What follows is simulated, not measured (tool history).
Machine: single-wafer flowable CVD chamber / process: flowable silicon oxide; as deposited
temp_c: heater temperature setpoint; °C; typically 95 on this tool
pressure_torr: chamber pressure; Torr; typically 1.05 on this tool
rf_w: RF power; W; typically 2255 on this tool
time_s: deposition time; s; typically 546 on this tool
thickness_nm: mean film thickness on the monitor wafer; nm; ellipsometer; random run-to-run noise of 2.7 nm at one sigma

run	hour	temp_c	pressure_torr	rf_w	time_s	read-back reference wafer on the same gauge, thickness_nm	thickness_nm
1	0.0	95	1.05	2255	546	442.799	522.494
2	15.8	95	1.22	2255	546	442.962	599.576
3	77.6	95	1.22	2255	546	443.292	603.251
4	113.1	95	1.22	2255	546	443.245	602.589
5	142.6	95	0.91	2510	546	442.979	461.009
6	156.6	90	1.05	2255	627	442.699	709.571
7	182.5	108	1.05	2255	546	443.125	344.963
8	196.1	95	1.05	2255	546	442.814	524.307
# hour 213.4: showerhead replaced
9	221.6	95	1.05	2255	546	442.912	522.260
10	237.0	101	0.85	2460	546	443.172	353.510
11	271.1	95	1.05	2255	652	443.044	629.831
12	291.2	95	1.05	2255	546	442.733	518.859
13	314.0	81	0.84	2650	452	443.189	527.524
14	326.3	81	1.13	2070	627	442.864	965.804
# hour 403.1: gauge calibrated
15	424.1	95	1.18	2525	637	443.254	694.513
16	441.8	95	1.05	2255	648	442.936	621.350
17	467.2	95	1.05	2255	502	443.229	477.963
18	482.7	83	0.91	2535	454	442.965	545.393
19	528.0	95	1.05	1960	546	442.795	519.588
20	553.2	85	1.14	2450	476	443.369	678.025
21	566.9	95	1.05	2590	546	443.518	533.467
22	581.2	95	1.05	2255	546	443.046	528.885
23	607.9	108	1.25	2485	623	442.972	480.243
24	619.9	95	1.05	2255	546	443.701	527.306
25	647.2	95	0.89	2255	638	442.840	524.456
26	682.9	108	1.05	2470	546	442.963	355.968
27	715.5	95	1.05	2030	597	442.851	570.823
28	734.1	95	1.05	2255	652	442.931	633.471

Alternative continuations, all from the tool just after run 28; predict every row:
A	734.7	95	1.05	2255	546	?	?
B	734.7	102	0.86	2025	437	?	?
C	734.7	95	1.05	2025	478	?	?
D	734.7	102	1.05	2255	581	?	?
E	734.7	95	1.20	2255	546	?	?

run	read-back reference wafer on the same gauge, thickness_nm	thickness_nm
A	443.108	540.469
B	443.108	278.054
C	443.108	465.783
D	443.108	462.126
E	443.108	615.752
The same runs, with their run-to-run variation unchanged, on a tool lacking any hidden condition would have given:
run	thickness_nm
A	535.733
B	275.557
C	461.702
D	457.986
E	610.357
